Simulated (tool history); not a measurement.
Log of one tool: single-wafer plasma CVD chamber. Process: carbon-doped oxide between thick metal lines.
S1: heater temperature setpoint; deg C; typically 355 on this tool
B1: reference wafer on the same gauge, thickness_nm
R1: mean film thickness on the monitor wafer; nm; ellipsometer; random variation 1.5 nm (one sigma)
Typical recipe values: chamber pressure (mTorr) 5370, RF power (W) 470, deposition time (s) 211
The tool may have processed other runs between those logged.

{"run": 1, "hour": 0.0, "S1": 355, "chamber pressure (mTorr)": 5370, "RF power (W)": 395, "deposition time (s)": 211, "B1": 909.999, "R1": 928.964}
{"run": 2, "hour": 31.4, "S1": 355, "chamber pressure (mTorr)": 5370, "RF power (W)": 395, "deposition time (s)": 211, "B1": 910.109, "R1": 927.67}
{"run": 3, "hour": 50.0, "S1": 355, "chamber pressure (mTorr)": 5370, "RF power (W)": 395, "deposition time (s)": 211, "B1": 910.163, "R1": 926.772}
{"run": 4, "hour": 72.0, "S1": 355, "chamber pressure (mTorr)": 5870, "RF power (W)": 470, "deposition time (s)": 211, "B1": 910.035, "R1": 1009.191}
{"run": 5, "hour": 96.4, "S1": 355, "chamber pressure (mTorr)": 5870, "RF power (W)": 470, "deposition time (s)": 211, "B1": 909.82, "R1": 1011.461}
{"hour": 119.7, "done": "capacitance manometer re-zeroed and calibrated"}
{"run": 6, "hour": 125.1, "S1": 355, "chamber pressure (mTorr)": 5870, "RF power (W)": 470, "deposition time (s)": 211, "B1": 910.034, "R1": 1009.713}
{"hour": 141.5, "done": "RF generator calibrated"}
{"run": 7, "hour": 142.5, "S1": 355, "chamber pressure (mTorr)": 6240, "RF power (W)": 450, "deposition time (s)": 211, "B1": 909.979, "R1": 1012.14}
{"run": 8, "hour": 170.8, "S1": 355, "chamber pressure (mTorr)": 6240, "RF power (W)": 450, "deposition time (s)": 211, "B1": 909.96, "R1": 1014.294}
{"run": 9, "hour": 184.7, "S1": 355, "chamber pressure (mTorr)": 6240, "RF power (W)": 450, "deposition time (s)": 211, "B1": 909.762, "R1": 1015.694}
{"hour": 187.0, "done": "gauge calibrated"}
{"run": 10, "hour": 211.5, "S1": 355, "chamber pressure (mTorr)": 5370, "RF power (W)": 470, "deposition time (s)": 211, "B1": 909.908, "R1": 1023.078}
{"run": 11, "hour": 234.6, "S1": 355, "chamber pressure (mTorr)": 5370, "RF power (W)": 425, "deposition time (s)": 211, "B1": 910.423, "R1": 976.228}
{"run": 12, "hour": 268.6, "S1": 355, "chamber pressure (mTorr)": 5370, "RF power (W)": 470, "deposition time (s)": 211, "B1": 909.62, "R1": 1021.461}
{"run": 13, "hour": 299.0, "S1": 369, "chamber pressure (mTorr)": 5370, "RF power (W)": 470, "deposition time (s)": 211, "B1": 910.087, "R1": 991.248}
{"run": 14, "hour": 319.6, "S1": 346, "chamber pressure (mTorr)": 4200, "RF power (W)": 495, "deposition time (s)": 243, "B1": 910.19, "R1": 1201.881}
{"hour": 336.3, "done": "thermocouple changed; heater temperature recalibrated"}
{"run": 15, "hour": 340.7, "S1": 355, "chamber pressure (mTorr)": 5370, "RF power (W)": 470, "deposition time (s)": 211, "B1": 910.239, "R1": 1022.508}
{"run": 16, "hour": 359.6, "S1": 343, "chamber pressure (mTorr)": 4760, "RF power (W)": 470, "deposition time (s)": 178, "B1": 910.151, "R1": 879.045}
{"run": 17, "hour": 372.5, "S1": 349, "chamber pressure (mTorr)": 5370, "RF power (W)": 390, "deposition time (s)": 198, "B1": 909.932, "R1": 895.064}
{"run": 18, "hour": 391.0, "S1": 355, "chamber pressure (mTorr)": 5370, "RF power (W)": 470, "deposition time (s)": 211, "B1": 909.957, "R1": 1019.784}
{"hour": 417.2, "done": "showerhead replaced"}
{"run": 19, "hour": 417.7, "S1": 355, "chamber pressure (mTorr)": 5370, "RF power (W)": 470, "deposition time (s)": 211, "B1": 910.192, "R1": 1018.894}
{"run": 20, "hour": 424.1, "S1": 370, "chamber pressure (mTorr)": 4230, "RF power (W)": 555, "deposition time (s)": 184, "B1": 909.821, "R1": 908.098}
{"run": 21, "hour": 450.5, "S1": 351, "chamber pressure (mTorr)": 5370, "RF power (W)": 400, "deposition time (s)": 211, "B1": 910.107, "R1": 958.166}
{"run": 22, "hour": 466.7, "S1": 355, "chamber pressure (mTorr)": 5370, "RF power (W)": 445, "deposition time (s)": 211, "B1": 909.985, "R1": 996.469}
{"run": 23, "hour": 500.3, "S1": 342, "chamber pressure (mTorr)": 5950, "RF power (W)": 550, "deposition time (s)": 233, "B1": 909.93, "R1": 1253.569}
{"run": 24, "hour": 531.8, "S1": 355, "chamber pressure (mTorr)": 5370, "RF power (W)": 470, "deposition time (s)": 211, "B1": 909.648, "R1": 1021.113}
{"run": 25, "hour": 553.1, "S1": 355, "chamber pressure (mTorr)": 5980, "RF power (W)": 400, "deposition time (s)": 191, "B1": 910.213, "R1": 864.813}
{"run": 26, "hour": 588.1, "S1": 369, "chamber pressure (mTorr)": 5370, "RF power (W)": 470, "deposition time (s)": 176, "B1": 910.48, "R1": 825.796}
{"run": 27, "hour": 621.0, "S1": 365, "chamber pressure (mTorr)": 4520, "RF power (W)": 560, "deposition time (s)": 243, "B1": 910.133, "R1": 1219.785}

The tool's hidden state at each run:
wafer temperature above the value expected at the setpoint (K): 0 in every run
true pressure above the setpoint (%): 0 in every run
gauge reads high (%): 0 in every run
H1: delivered RF power above the setpoint (%)
run=1 H1=-4.5
run=2 H1=-4.69
run=3 H1=-4.8
run=4 H1=-4.94
run=5 H1=-5.09
run=6 H1=-5.27
run=7 H1=-0.799
run=8 H1=-0.8
run=9 H1=-0.802
run=10 H1=-0.808
run=11 H1=-0.816
run=12 H1=-0.83
run=13 H1=-0.847
run=14 H1=-0.86
run=15 H1=-0.876
run=16 H1=-0.891
run=17 H1=-0.902
run=18 H1=-0.92
run=19 H1=-0.947
run=20 H1=-0.954
run=21 H1=-0.984
run=22 H1=-1
run=23 H1=-1.05
run=24 H1=-1.09
run=25 H1=-1.13
run=26 H1=-1.19
run=27 H1=-1.25
